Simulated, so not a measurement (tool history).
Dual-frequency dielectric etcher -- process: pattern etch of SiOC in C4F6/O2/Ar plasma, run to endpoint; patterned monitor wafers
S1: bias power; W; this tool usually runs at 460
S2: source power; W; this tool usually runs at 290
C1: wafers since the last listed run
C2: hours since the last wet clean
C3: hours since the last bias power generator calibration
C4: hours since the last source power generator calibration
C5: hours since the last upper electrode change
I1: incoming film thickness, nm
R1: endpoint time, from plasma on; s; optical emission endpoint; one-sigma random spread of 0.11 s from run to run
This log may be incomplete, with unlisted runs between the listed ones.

run    hour   S1   S2    C1     C2      C3      C4      C5     I1    R1
  1       0  460  290     0  254.8  2465.6  4138.6  2759.2  43.95  18.7
  2    50.1  460  290   801  304.9  2515.7  4188.7  2809.3  44.26  18.8
  3   104.7  460  290   873  359.5  2570.3  4243.3  2863.9  44.26  19.2
        163  -- wet clean of the chamber
  4   163.5  460  290   556    0.5  2629.1  4302.1  2922.7  44.15  18.5
  5   214.9  460  290   822   51.9  2680.5  4353.5  2974.1  44.35  18.5
  6   324.7  384  290  1757  161.7  2790.3  4463.3  3083.9  44.36  20.6
  7   356.3  384  290   505  193.3  2821.9  4494.9  3115.5   44.8    21
  8   398.8  384  290   680  235.8  2864.4  4537.4    3158  43.53  20.3
  9   431.7  427  290   526  268.7  2897.3  4570.3  3190.9  44.41  19.7
 10   524.2  378  300  1480  361.2  2989.8  4662.8  3283.4  44.17    21
      600.7  -- wet clean of the chamber
 11   601.2  378  300   848    0.5  3066.8  4739.8  3360.4  44.54  19.9
 12   636.8  378  300   569   36.1  3102.4  4775.4    3396  44.19  19.9
 13   672.4  460  290   569   71.7    3138    4811  3431.6  44.04  18.3
 14   736.9  460  290  1032  136.2  3202.5  4875.5  3496.1  44.67  18.7
 15   766.1  460  290   467  165.4  3231.7  4904.7  3525.3  43.83  18.4
 16   803.4  563  360   596  202.7    3269    4942  3562.6  43.93  16.1
 17   872.7  412  240  1109    272  3338.3  5011.3  3631.9  44.35  20.9
 18   904.2  366  230   504  303.5  3369.8  5042.8  3663.4  44.45  22.7
      922.9  -- bias power generator calibrated
      945.7  -- source power generator calibrated
 19   972.9  509  230   971  372.2      50    27.2  3732.1  44.46  19.6
     1005.8  -- wet clean of the chamber
 20  1015.9  387  220   304   10.1      93    70.2  3775.1  44.27  21.3
 21  1045.9  379  290   480   40.1     123   100.2  3805.1  44.79  20.5
 22    1103  460  290   913   97.2   180.1   157.3  3862.2   44.4  18.5
     1141.1  -- upper electrode replaced
 23  1274.1  517  270  2354  268.3   351.2   328.4     133  44.22  18.2
 24  1341.3  533  340  1075  335.5   418.4   395.6   200.2  44.39    17
 25  1378.5  460  240   595  372.7   455.6   432.8   237.4  44.51  20.3
 26  1408.8  460  360   484    403   485.9   463.1   267.7  44.05    18
     1464.4  -- wet clean of the chamber
 27  1470.5  548  320   603    6.1   547.6   524.8   329.4  44.48  16.5
 28  1532.6  460  290   993   68.2   609.7   586.9   391.5  43.79  18.2
 29    1561  460  270   454   96.6   638.1   615.3   419.9  44.89  18.9
 30  1602.2  460  290   659  137.8   679.3   656.5   461.1  44.34  18.7

5 options for the next run, each taken on its own from the tool as it stands now. Forecast them:
  A  1602.6  460  290   6  138.2  679.7  656.9  461.5  44.51   ?
  B  1602.6  529  290   6  138.2  679.7  656.9  461.5  44.51   ?
  C  1602.6  535  240   6  138.2  679.7  656.9  461.5  44.51   ?
  D  1602.6  539  230   6  138.2  679.7  656.9  461.5  44.51   ?
  E  1602.6  548  310   6  138.2  679.7  656.9  461.5  44.51   ?

run    R1
  A  18.7
  B  17.5
  C  18.2
  D  18.3
  E  16.9
Take away the tool's hidden state, keep each run's random variation, and the runs would have read:
run    R1
  A  18.4
  B  17.2
  C  17.8
  D    18
  E  16.6
